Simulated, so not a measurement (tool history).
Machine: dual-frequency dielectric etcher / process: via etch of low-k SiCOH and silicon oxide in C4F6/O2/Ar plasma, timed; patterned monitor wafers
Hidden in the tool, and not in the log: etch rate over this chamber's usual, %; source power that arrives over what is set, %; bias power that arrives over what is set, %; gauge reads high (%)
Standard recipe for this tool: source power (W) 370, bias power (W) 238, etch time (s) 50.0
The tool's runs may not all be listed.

run,hour,source power (W),bias power (W),etch time (s),wafers since the last listed run,hours since the last wet clean,hours since the last source power generator calibration,hours since the last bias power generator calibration,hours since the last upper electrode change,hours since the gauge calibration,"read-back reference wafer on the same gauge, depth_nm",mean etch depth across the wafer (angstrom)
1,0.0,370,238,50.0,0,309.7,3491.0,3784.6,3636.6,112.9,108.0,1228
2,14.5,370,238,53.0,187,324.2,3505.5,3799.1,3651.1,127.4,107.9,1302
3,32.4,370,238,53.0,231,342.1,3523.4,3817.0,3669.0,145.3,108.0,1301
4,48.8,370,238,53.0,212,358.5,3539.8,3833.4,3685.4,161.7,108.0,1302
5,59.9,370,218,50.0,143,369.6,3550.9,3844.5,3696.5,172.8,107.9,1204
6,71.6,370,218,50.0,151,381.3,3562.6,3856.2,3708.2,184.5,108.0,1204
7,81.0,370,218,50.0,121,390.7,3572.0,3865.6,3717.6,193.9,108.0,1202
8,91.1,370,238,50.0,130,400.8,3582.1,3875.7,3727.7,204.0,108.0,1227
9,102.5,370,238,50.0,147,412.2,3593.5,3887.1,3739.1,215.4,108.0,1225
10,119.9,370,238,50.0,225,429.6,3610.9,3904.5,3756.5,232.8,107.9,1228
11,126.5,370,238,59.5,85,436.2,3617.5,3911.1,3763.1,239.4,108.0,1466
# hour 139.6: gauge calibrated
# hour 158.0: upper electrode replaced
12,158.5,370,238,59.5,103,468.2,3649.5,3943.1,0.5,18.9,108.0,1466
13,158.9,300,179,41.5,5,468.6,3649.9,3943.5,0.9,19.3,108.0,928
14,161.0,340,273,62.0,27,470.7,3652.0,3945.6,3.0,21.4,108.0,1547
15,177.0,370,238,50.0,206,486.7,3668.0,3961.6,19.0,37.4,107.9,1234
# hour 203.0: wet clean of the chamber
16,203.5,290,203,50.0,32,0.5,3694.5,3988.1,45.5,63.9,108.0,1133
17,206.3,430,216,38.0,36,3.3,3697.3,3990.9,48.3,66.7,108.0,941
18,216.0,280,296,50.0,125,13.0,3707.0,4000.6,58.0,76.4,108.0,1228
# hour 226.3: bias power generator calibrated
19,226.8,370,238,50.0,87,23.8,3717.8,0.5,68.8,87.2,108.0,1227
20,234.4,320,238,42.5,98,31.4,3725.4,8.1,76.4,94.8,108.0,1022
# hour 243.8: source power generator calibrated
21,248.0,300,179,58.5,124,45.0,4.2,21.7,90.0,108.4,107.9,1296
22,262.3,370,238,50.0,184,59.3,18.5,36.0,104.3,122.7,108.0,1226
23,280.1,330,209,58.5,230,77.1,36.3,53.8,122.1,140.5,108.0,1368
24,289.7,420,238,38.0,124,86.7,45.9,63.4,131.7,150.1,108.1,950
25,297.7,450,265,50.0,103,94.7,53.9,71.4,139.7,158.1,108.0,1308
26,348.4,320,238,50.0,655,145.4,104.6,122.1,190.4,208.8,108.0,1191
27,363.9,300,213,63.5,200,160.9,120.1,137.6,205.9,224.3,108.0,1465
28,376.8,400,288,56.0,166,173.8,133.0,150.5,218.8,237.2,107.9,1462
29,407.8,290,279,41.5,400,204.8,164.0,181.5,249.8,268.2,108.1,1014

Here are 5 independent what-if runs from the current tool condition. What would each one return?
A,408.2,370,238,42.0,5,205.2,164.4,181.9,250.2,268.6,?,?
B,408.2,420,275,46.0,5,205.2,164.4,181.9,250.2,268.6,?,?
C,408.2,450,238,39.0,5,205.2,164.4,181.9,250.2,268.6,?,?
D,408.2,440,297,40.5,5,205.2,164.4,181.9,250.2,268.6,?,?
E,408.2,450,238,50.0,5,205.2,164.4,181.9,250.2,268.6,?,?

run,"read-back reference wafer on the same gauge, depth_nm",mean etch depth across the wafer (angstrom)
A,108.0,1035
B,108.0,1202
C,108.0,1000
D,108.0,1088
E,108.0,1282
What these runs would have given with no unlogged condition in the tool:
run,mean etch depth across the wafer (angstrom)
A,1035
B,1202
C,1000
D,1088
E,1282
